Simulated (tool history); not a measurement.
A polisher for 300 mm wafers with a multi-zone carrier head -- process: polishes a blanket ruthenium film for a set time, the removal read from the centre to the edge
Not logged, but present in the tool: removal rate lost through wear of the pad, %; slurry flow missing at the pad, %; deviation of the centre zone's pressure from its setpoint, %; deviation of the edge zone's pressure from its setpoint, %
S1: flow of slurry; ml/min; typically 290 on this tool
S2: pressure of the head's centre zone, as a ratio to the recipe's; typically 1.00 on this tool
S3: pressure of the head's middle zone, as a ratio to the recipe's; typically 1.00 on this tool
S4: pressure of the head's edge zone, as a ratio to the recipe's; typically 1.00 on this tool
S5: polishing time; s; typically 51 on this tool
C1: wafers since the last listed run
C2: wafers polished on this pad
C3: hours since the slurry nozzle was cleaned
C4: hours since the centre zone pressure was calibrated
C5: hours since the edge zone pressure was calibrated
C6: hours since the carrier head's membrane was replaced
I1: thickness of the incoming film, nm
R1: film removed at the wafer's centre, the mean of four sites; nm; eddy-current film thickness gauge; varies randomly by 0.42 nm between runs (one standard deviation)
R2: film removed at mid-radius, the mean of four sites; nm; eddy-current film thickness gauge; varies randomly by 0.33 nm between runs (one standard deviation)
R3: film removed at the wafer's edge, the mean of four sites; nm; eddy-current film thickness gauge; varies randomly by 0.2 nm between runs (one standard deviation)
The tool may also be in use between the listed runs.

run 1 hour=0.0 | S1=290 S2=1.00 S3=1.00 S4=1.00 S5=51 | C1=0 C2=1781 C3=437.4 C4=355.9 C5=1000.1 C6=27.9 | I1=279.1 | R1=28.9 R2=28.9 R3=29.1
run 2 hour=41.5 | S1=290 S2=1.00 S3=1.00 S4=1.00 S5=51 | C1=320 C2=2102 C3=478.9 C4=397.4 C5=1041.6 C6=69.4 | I1=284.7 | R1=28.3 R2=27.8 R3=29.1
run 3 hour=81.4 | S1=290 S2=1.00 S3=1.00 S4=1.00 S5=51 | C1=308 C2=2410 C3=518.8 C4=437.3 C5=1081.5 C6=109.3 | I1=277.0 | R1=28.8 R2=27.9 R3=29.1
-- hour=109.2 worn pad replaced by a new one, of another model than before
run 4 hour=133.4 | S1=290 S2=1.00 S3=1.00 S4=1.00 S5=51 | C1=370 C2=187 C3=570.8 C4=489.3 C5=1133.5 C6=161.3 | I1=281.9 | R1=28.8 R2=28.6 R3=29.6
run 5 hour=169.1 | S1=290 S2=1.00 S3=1.00 S4=1.00 S5=51 | C1=275 C2=462 C3=606.5 C4=525.0 C5=1169.2 C6=197.0 | I1=279.0 | R1=29.9 R2=29.2 R3=29.7
run 6 hour=208.9 | S1=290 S2=1.00 S3=1.00 S4=1.00 S5=51 | C1=307 C2=770 C3=646.3 C4=564.8 C5=1209.0 C6=236.8 | I1=281.3 | R1=29.1 R2=28.2 R3=29.4
run 7 hour=235.9 | S1=205 S2=1.00 S3=1.06 S4=1.00 S5=46 | C1=208 C2=978 C3=673.3 C4=591.8 C5=1236.0 C6=263.8 | I1=284.5 | R1=25.4 R2=26.3 R3=26.0
run 8 hour=260.6 | S1=290 S2=1.00 S3=1.00 S4=1.00 S5=58 | C1=190 C2=1169 C3=698.0 C4=616.5 C5=1260.7 C6=288.5 | I1=282.8 | R1=32.7 R2=33.0 R3=33.4
run 9 hour=296.1 | S1=335 S2=1.00 S3=1.00 S4=1.00 S5=51 | C1=274 C2=1444 C3=733.5 C4=652.0 C5=1296.2 C6=324.0 | I1=277.0 | R1=29.8 R2=28.9 R3=30.1
run 10 hour=342.6 | S1=235 S2=1.00 S3=1.00 S4=1.03 S5=51 | C1=359 C2=1803 C3=780.0 C4=698.5 C5=1342.7 C6=370.5 | I1=281.2 | R1=28.7 R2=28.3 R3=29.5
-- hour=354.6 slurry nozzle cleaned
run 11 hour=382.1 | S1=290 S2=1.00 S3=1.00 S4=1.05 S5=51 | C1=297 C2=2100 C3=27.5 C4=738.0 C5=1382.2 C6=410.0 | I1=280.5 | R1=29.6 R2=29.3 R3=31.0
-- hour=397.1 worn pad replaced by a new one
run 12 hour=415.9 | S1=290 S2=1.00 S3=1.00 S4=1.00 S5=51 | C1=230 C2=145 C3=61.3 C4=771.8 C5=1416.0 C6=443.8 | I1=273.6 | R1=30.6 R2=29.0 R3=30.0
run 13 hour=474.3 | S1=290 S2=1.00 S3=0.95 S4=1.11 S5=51 | C1=451 C2=596 C3=119.7 C4=830.2 C5=1474.4 C6=502.2 | I1=277.5 | R1=29.8 R2=27.4 R3=31.4
run 14 hour=534.9 | S1=290 S2=0.90 S3=0.89 S4=1.11 S5=38 | C1=468 C2=1064 C3=180.3 C4=890.8 C5=1535.0 C6=562.8 | I1=281.4 | R1=20.2 R2=20.0 R3=23.7
run 15 hour=578.6 | S1=290 S2=1.00 S3=1.00 S4=1.11 S5=51 | C1=337 C2=1402 C3=224.0 C4=934.5 C5=1578.7 C6=606.5 | I1=284.7 | R1=30.0 R2=29.1 R3=31.6
-- hour=602.7 centre zone pressure recalibrated
-- hour=638.2 edge zone pressure recalibrated
run 16 hour=638.7 | S1=290 S2=0.93 S3=1.00 S4=0.92 S5=33 | C1=433 C2=1835 C3=284.1 C4=36.0 C5=0.5 C6=666.6 | I1=275.1 | R1=18.1 R2=18.9 R3=18.6
run 17 hour=678.4 | S1=290 S2=0.96 S3=1.00 S4=1.00 S5=51 | C1=306 C2=2142 C3=323.8 C4=75.7 C5=40.2 C6=706.3 | I1=279.3 | R1=27.9 R2=29.0 R3=29.8
-- hour=701.0 worn pad replaced by a new one
run 18 hour=716.3 | S1=290 S2=1.00 S3=1.00 S4=1.00 S5=51 | C1=261 C2=117 C3=361.7 C4=113.6 C5=78.1 C6=744.2 | I1=281.5 | R1=29.8 R2=28.6 R3=29.8
run 19 hour=750.8 | S1=355 S2=0.94 S3=1.00 S4=0.96 S5=51 | C1=266 C2=384 C3=396.2 C4=148.1 C5=112.6 C6=778.7 | I1=281.6 | R1=28.2 R2=28.9 R3=29.3
run 20 hour=906.7 | S1=260 S2=1.08 S3=1.00 S4=1.00 S5=51 | C1=1204 C2=1588 C3=552.1 C4=304.0 C5=268.5 C6=934.6 | I1=282.2 | R1=31.7 R2=28.3 R3=29.4
run 21 hour=949.2 | S1=375 S2=1.00 S3=1.00 S4=1.00 S5=51 | C1=328 C2=1917 C3=594.6 C4=346.5 C5=311.0 C6=977.1 | I1=279.0 | R1=29.6 R2=29.1 R3=29.8
run 22 hour=1002.8 | S1=290 S2=0.92 S3=1.08 S4=0.89 S5=44 | C1=414 C2=2331 C3=648.2 C4=400.1 C5=364.6 C6=1030.7 | I1=283.2 | R1=23.4 R2=26.4 R3=24.1
-- hour=1011.4 worn pad replaced by a new one
run 23 hour=1070.8 | S1=290 S2=1.00 S3=1.00 S4=0.96 S5=44 | C1=494 C2=458 C3=716.2 C4=468.1 C5=432.6 C6=1098.7 | I1=277.9 | R1=25.7 R2=24.9 R3=24.9

Each row is a separate what-if for the run after 23, all from the same tool condition, not one after another. Results?
run A hour=1071.2 | S1=290 S2=1.00 S3=1.00 S4=1.08 S5=51 | C1=3 C2=461 C3=716.6 C4=468.5 C5=433.0 C6=1099.1 | I1=285.8 | R1=? R2=? R3=?
run B hour=1071.2 | S1=290 S2=0.95 S3=0.96 S4=1.00 S5=34 | C1=3 C2=461 C3=716.6 C4=468.5 C5=433.0 C6=1099.1 | I1=285.8 | R1=? R2=? R3=?
run C hour=1071.2 | S1=370 S2=0.97 S3=1.00 S4=0.89 S5=51 | C1=3 C2=461 C3=716.6 C4=468.5 C5=433.0 C6=1099.1 | I1=285.8 | R1=? R2=? R3=?

run=A R1=28.6 R2=28.9 R3=30.8
run=B R1=18.1 R2=18.6 R3=19.8
run=C R1=28.3 R2=29.5 R3=28.5
Take away the tool's hidden state, keep each run's random variation, and the runs would have read:
run=A R1=29.5 R2=29.8 R3=31.5
run=B R1=18.7 R2=19.2 R3=20.2
run=C R1=29.1 R2=30.2 R3=29.0

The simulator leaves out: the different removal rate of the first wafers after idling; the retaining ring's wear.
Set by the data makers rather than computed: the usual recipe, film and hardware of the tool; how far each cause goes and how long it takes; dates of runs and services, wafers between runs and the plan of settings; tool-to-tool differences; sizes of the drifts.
